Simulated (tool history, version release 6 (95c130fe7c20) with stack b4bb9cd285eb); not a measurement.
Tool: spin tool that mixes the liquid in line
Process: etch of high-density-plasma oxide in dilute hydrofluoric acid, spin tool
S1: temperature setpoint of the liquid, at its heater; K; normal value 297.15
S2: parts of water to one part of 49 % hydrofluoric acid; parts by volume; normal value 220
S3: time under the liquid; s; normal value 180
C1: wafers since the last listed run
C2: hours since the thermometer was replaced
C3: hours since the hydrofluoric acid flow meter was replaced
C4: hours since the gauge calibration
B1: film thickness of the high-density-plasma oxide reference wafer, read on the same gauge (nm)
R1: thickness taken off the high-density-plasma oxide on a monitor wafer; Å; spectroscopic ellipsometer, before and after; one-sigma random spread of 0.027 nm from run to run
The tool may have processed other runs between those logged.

{"run": 1, "hour": 0.0, "S1": 297.15, "S2": 220, "S3": 180, "C1": 0, "C2": 1995.5, "C3": 1568.9, "C4": 1069.9, "B1": 89.985, "R1": 36.24}
{"run": 2, "hour": 115.9, "S1": 297.15, "S2": 220, "S3": 180, "C1": 584, "C2": 2111.4, "C3": 1684.8, "C4": 1185.8, "B1": 89.974, "R1": 36.74}
{"run": 3, "hour": 171.3, "S1": 297.15, "S2": 220, "S3": 180, "C1": 279, "C2": 2166.8, "C3": 1740.2, "C4": 1241.2, "B1": 89.979, "R1": 36.41}
{"run": 4, "hour": 203.4, "S1": 293.65, "S2": 220, "S3": 180, "C1": 161, "C2": 2198.9, "C3": 1772.3, "C4": 1273.3, "B1": 89.976, "R1": 32.46}
{"run": 5, "hour": 265.3, "S1": 293.65, "S2": 220, "S3": 180, "C1": 312, "C2": 2260.8, "C3": 1834.2, "C4": 1335.2, "B1": 90.026, "R1": 32.26}
{"run": 6, "hour": 335.2, "S1": 297.15, "S2": 220, "S3": 180, "C1": 352, "C2": 2330.7, "C3": 1904.1, "C4": 1405.1, "B1": 90.018, "R1": 36.82}
{"run": 7, "hour": 381.8, "S1": 297.15, "S2": 220, "S3": 180, "C1": 235, "C2": 2377.3, "C3": 1950.7, "C4": 1451.7, "B1": 90.026, "R1": 37.18}
{"run": 8, "hour": 424.9, "S1": 297.15, "S2": 220, "S3": 180, "C1": 217, "C2": 2420.4, "C3": 1993.8, "C4": 1494.8, "B1": 89.941, "R1": 36.29}
{"run": 9, "hour": 465.2, "S1": 297.15, "S2": 220, "S3": 180, "C1": 203, "C2": 2460.7, "C3": 2034.1, "C4": 1535.1, "B1": 90.02, "R1": 36.56}
{"hour": 508.7, "done": "gauge calibrated"}
{"run": 10, "hour": 526.0, "S1": 297.15, "S2": 220, "S3": 180, "C1": 306, "C2": 2521.5, "C3": 2094.9, "C4": 17.3, "B1": 90.041, "R1": 36.88}
{"run": 11, "hour": 568.8, "S1": 297.15, "S2": 220, "S3": 180, "C1": 215, "C2": 2564.3, "C3": 2137.7, "C4": 60.1, "B1": 89.995, "R1": 36.98}
{"run": 12, "hour": 628.0, "S1": 297.15, "S2": 220, "S3": 180, "C1": 298, "C2": 2623.5, "C3": 2196.9, "C4": 119.3, "B1": 89.976, "R1": 36.73}
{"run": 13, "hour": 696.0, "S1": 297.15, "S2": 220, "S3": 180, "C1": 343, "C2": 2691.5, "C3": 2264.9, "C4": 187.3, "B1": 90, "R1": 36.46}
{"run": 14, "hour": 741.2, "S1": 297.15, "S2": 220, "S3": 180, "C1": 228, "C2": 2736.7, "C3": 2310.1, "C4": 232.5, "B1": 90.009, "R1": 36.64}
{"run": 15, "hour": 809.0, "S1": 297.15, "S2": 220, "S3": 180, "C1": 342, "C2": 2804.5, "C3": 2377.9, "C4": 300.3, "B1": 90.013, "R1": 36.81}
{"run": 16, "hour": 857.3, "S1": 293.65, "S2": 175, "S3": 235, "C1": 243, "C2": 2852.8, "C3": 2426.2, "C4": 348.6, "B1": 89.985, "R1": 54.97}
{"run": 17, "hour": 921.6, "S1": 292.65, "S2": 300, "S3": 235, "C1": 324, "C2": 2917.1, "C3": 2490.5, "C4": 412.9, "B1": 90.015, "R1": 27.56}
{"hour": 982.5, "done": "hydrofluoric acid flow meter replaced"}
{"run": 18, "hour": 982.9, "S1": 297.15, "S2": 220, "S3": 120, "C1": 304, "C2": 2978.4, "C3": 0.4, "C4": 474.2, "B1": 89.989, "R1": 24.18}
{"hour": 1032.1, "done": "thermometer replaced"}
{"run": 19, "hour": 1051.6, "S1": 297.15, "S2": 315, "S3": 235, "C1": 341, "C2": 19.5, "C3": 69.1, "C4": 542.9, "B1": 90.002, "R1": 30.44}
{"run": 20, "hour": 1109.0, "S1": 297.15, "S2": 220, "S3": 180, "C1": 289, "C2": 76.9, "C3": 126.5, "C4": 600.3, "B1": 90.011, "R1": 36.49}

Expected results for the next run?
{"run": 21, "hour": 1161.8, "S1": 298.65, "S2": 120, "S3": 95, "C1": 266, "C2": 129.7, "C3": 179.3, "C4": 653.1, "B1": "?", "R1": "?"}

B1: 90.016
R1: 42.13 Å
Had the tool carried no hidden state, the very same run would have given R1 42.13 Å.

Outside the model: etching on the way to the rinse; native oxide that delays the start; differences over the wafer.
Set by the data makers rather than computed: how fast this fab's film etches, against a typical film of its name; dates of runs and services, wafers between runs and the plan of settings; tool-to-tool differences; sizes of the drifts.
